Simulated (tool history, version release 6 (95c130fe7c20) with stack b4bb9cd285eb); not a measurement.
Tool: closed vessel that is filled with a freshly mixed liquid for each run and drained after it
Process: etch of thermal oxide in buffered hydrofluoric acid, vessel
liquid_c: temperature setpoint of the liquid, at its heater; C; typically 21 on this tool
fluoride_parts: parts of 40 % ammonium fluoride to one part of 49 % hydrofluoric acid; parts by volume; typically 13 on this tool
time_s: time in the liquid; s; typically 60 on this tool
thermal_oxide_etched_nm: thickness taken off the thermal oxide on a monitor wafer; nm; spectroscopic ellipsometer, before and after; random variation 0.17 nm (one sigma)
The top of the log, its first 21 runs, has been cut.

run	hour	liquid_c	fluoride_parts	time_s	read-back film thickness of the thermal oxide reference wafer, read on the same gauge (nm)	thermal_oxide_etched_nm
22	611.7	21	10.5	60	140.03	59.62
23	694.8	22.5	13	85	139.99	74.26
24	723.7	21	13	60	140.02	48.4
25	774	18.5	13	60	140	42.06
26	797.6	21	17.5	40	139.96	23.91
27	818.8	17	11.5	75	140.01	54.53
28	838.8	21	13	60	139.97	48.13
29	937.4	21	9.5	75	139.99	80.31
30	953.8	25	15	60	140.01	52.15
31	976.7	21	13	60	139.96	48.35
32	1007.9	17	17.5	60	139.98	28.52
33	1022.8	22.5	10.5	85	140.03	91.33
34	1043.1	18	9	60	139.99	56.44

3 options for the next run, each taken on its own from the tool as it stands now. Forecast them:
A	1043.8	23	13	60	?	?
B	1043.8	21	8	60	?	?
C	1043.8	18.5	13	40	?	?

run	read-back film thickness of the thermal oxide reference wafer, read on the same gauge (nm)	thermal_oxide_etched_nm
A	140.05	53.58
B	140.05	75.37
C	140.05	27.78
What these runs would have given with no unlogged condition in the tool:
run	thermal_oxide_etched_nm
A	53.77
B	75.52
C	27.89

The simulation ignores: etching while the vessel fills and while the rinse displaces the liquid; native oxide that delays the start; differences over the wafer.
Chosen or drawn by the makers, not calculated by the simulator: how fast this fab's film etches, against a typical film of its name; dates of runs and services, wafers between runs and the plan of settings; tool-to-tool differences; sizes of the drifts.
